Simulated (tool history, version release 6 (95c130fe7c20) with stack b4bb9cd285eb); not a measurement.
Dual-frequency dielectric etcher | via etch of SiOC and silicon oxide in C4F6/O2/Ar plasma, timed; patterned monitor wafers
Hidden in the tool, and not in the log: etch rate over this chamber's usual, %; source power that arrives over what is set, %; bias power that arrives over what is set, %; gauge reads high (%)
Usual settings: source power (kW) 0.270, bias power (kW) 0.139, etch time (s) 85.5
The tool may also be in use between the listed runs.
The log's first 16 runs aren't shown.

run,hour,source power (kW),bias power (kW),etch time (s),wafers since the last listed run,hours since the last wet clean,hours since the last source power generator calibration,hours since the last bias power generator calibration,hours since the last upper electrode change,hours since the gauge calibration,"read-back reference wafer on the same gauge, depth_nm",mean etch depth across the wafer (nm)
# hour 1005.0: source power generator calibrated
17,1044.7,0.310,0.124,85.5,910,376.4,39.7,184.1,4915.6,1704.7,69.0,80.8
# hour 1102.5: gauge calibrated
# hour 1297.5: wet clean of the chamber
18,1339.6,0.220,0.130,85.5,2834,42.1,334.6,479.0,5210.5,237.1,69.0,73.6
19,1389.4,0.210,0.139,73.0,521,91.9,384.4,528.8,5260.3,286.9,69.0,63.3
20,1481.5,0.270,0.120,94.5,963,184.0,476.5,620.9,5352.4,379.0,68.9,84.6
21,1568.1,0.240,0.119,100.0,906,270.6,563.1,707.5,5439.0,465.6,69.1,85.0
# hour 1683.1: upper electrode replaced
22,1683.6,0.270,0.154,85.5,957,386.1,678.6,823.0,0.5,581.1,69.1,85.5
23,1726.2,0.210,0.116,102.0,445,428.7,721.2,865.6,43.1,623.7,69.0,83.4
24,1797.1,0.270,0.171,85.5,741,499.6,792.1,936.5,114.0,694.6,69.0,89.1
# hour 1857.9: wet clean of the chamber
25,1858.4,0.270,0.157,85.5,390,0.5,853.4,997.8,175.3,755.9,68.9,85.4
26,1876.6,0.270,0.139,85.5,190,18.7,871.6,1016.0,193.5,774.1,69.0,81.2
27,1975.4,0.270,0.139,85.5,1033,117.5,970.4,1114.8,292.3,872.9,69.0,81.7
28,2036.6,0.270,0.139,106.5,640,178.7,1031.6,1176.0,353.5,934.1,69.1,101.6
29,2179.2,0.310,0.139,79.0,1492,321.3,1174.2,1318.6,496.1,1076.7,69.0,78.8
30,2276.5,0.220,0.139,85.5,1018,418.6,1271.5,1415.9,593.4,1174.0,68.9,78.0

3 ways to go on from here, each from the tool as it stands after run 30. What would each give?
A,2276.9,0.270,0.139,85.5,4,419.0,1271.9,1416.3,593.8,1174.4,?,?
B,2276.9,0.330,0.108,100.5,4,419.0,1271.9,1416.3,593.8,1174.4,?,?
C,2276.9,0.270,0.139,69.0,4,419.0,1271.9,1416.3,593.8,1174.4,?,?

run,"read-back reference wafer on the same gauge, depth_nm",mean etch depth across the wafer (nm)
A,69.1,82.2
B,69.1,92.8
C,69.1,66.3
Without the tool's hidden state the same runs would have given:
run,mean etch depth across the wafer (nm)
A,80.7
B,91.1
C,65.1
